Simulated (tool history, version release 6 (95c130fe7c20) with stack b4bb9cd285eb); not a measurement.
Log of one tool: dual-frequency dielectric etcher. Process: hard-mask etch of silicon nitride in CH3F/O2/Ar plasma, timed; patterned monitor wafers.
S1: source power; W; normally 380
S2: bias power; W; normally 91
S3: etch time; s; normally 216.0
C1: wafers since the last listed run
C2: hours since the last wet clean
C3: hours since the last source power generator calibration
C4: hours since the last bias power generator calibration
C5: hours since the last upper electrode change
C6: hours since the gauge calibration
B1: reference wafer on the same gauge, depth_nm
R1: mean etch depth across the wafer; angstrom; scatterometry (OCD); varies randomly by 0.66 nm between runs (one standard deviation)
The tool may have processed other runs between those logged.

run,hour,S1,S2,S3,C1,C2,C3,C4,C5,C6,B1,R1
1,0.0,380,91,181.0,0,373.7,2859.5,2043.2,4259.0,90.3,173.1,1349
2,7.2,380,91,181.0,37,380.9,2866.7,2050.4,4266.2,97.5,173.1,1353
3,17.7,380,91,181.0,54,391.4,2877.2,2060.9,4276.7,108.0,172.9,1356
4,34.9,410,91,216.0,88,408.6,2894.4,2078.1,4293.9,125.2,172.9,1672
5,45.4,410,91,216.0,54,419.1,2904.9,2088.6,4304.4,135.7,173.4,1669
6,51.8,410,91,216.0,33,425.5,2911.3,2095.0,4310.8,142.1,172.9,1667
# hour 59.6: bias power generator calibrated
7,60.0,380,91,216.0,21,433.7,2919.5,0.4,4319.0,150.3,173.2,1620
# hour 84.2: upper electrode replaced
# hour 98.8: wet clean of the chamber
8,99.3,380,102,216.0,3,0.5,2958.8,39.7,15.1,189.6,172.9,1722
9,99.7,380,91,216.0,2,0.9,2959.2,40.1,15.5,190.0,172.8,1685
10,100.1,310,77,247.5,2,1.3,2959.6,40.5,15.9,190.4,173.0,1705
# hour 107.1: gauge calibrated
# hour 125.7: wet clean of the chamber, repeated, since the last time left the tool worse
# hour 128.0: source power generator calibrated
11,128.5,410,91,216.0,11,2.8,0.5,68.9,44.3,21.4,173.0,1611
12,128.8,440,91,173.0,1,3.1,0.8,69.2,44.6,21.7,172.9,1332
13,136.1,380,91,216.0,37,10.4,8.1,76.5,51.9,29.0,173.0,1577
14,150.3,450,98,197.5,73,24.6,22.3,90.7,66.1,43.2,173.2,1578
15,162.9,470,78,182.5,65,37.2,34.9,103.3,78.7,55.8,173.0,1384
16,177.2,380,72,216.0,73,51.5,49.2,117.6,93.0,70.1,173.0,1475

Predict each of these 5 candidate next runs independently; none follows another, all start after run 16:
A,177.7,380,91,216.0,2,52.0,49.7,118.1,93.5,70.6,?,?
B,177.7,470,112,171.0,2,52.0,49.7,118.1,93.5,70.6,?,?
C,177.7,480,102,276.0,2,52.0,49.7,118.1,93.5,70.6,?,?
D,177.7,330,83,190.5,2,52.0,49.7,118.1,93.5,70.6,?,?
E,177.7,280,80,276.5,2,52.0,49.7,118.1,93.5,70.6,?,?

run,B1,R1
A,172.8,1570
B,172.8,1428
C,172.8,2258
D,172.8,1281
E,172.8,1733
Take away the tool's hidden state, keep each run's random variation, and the runs would have read:
run,R1
A,1558
B,1417
C,2241
D,1271
E,1720

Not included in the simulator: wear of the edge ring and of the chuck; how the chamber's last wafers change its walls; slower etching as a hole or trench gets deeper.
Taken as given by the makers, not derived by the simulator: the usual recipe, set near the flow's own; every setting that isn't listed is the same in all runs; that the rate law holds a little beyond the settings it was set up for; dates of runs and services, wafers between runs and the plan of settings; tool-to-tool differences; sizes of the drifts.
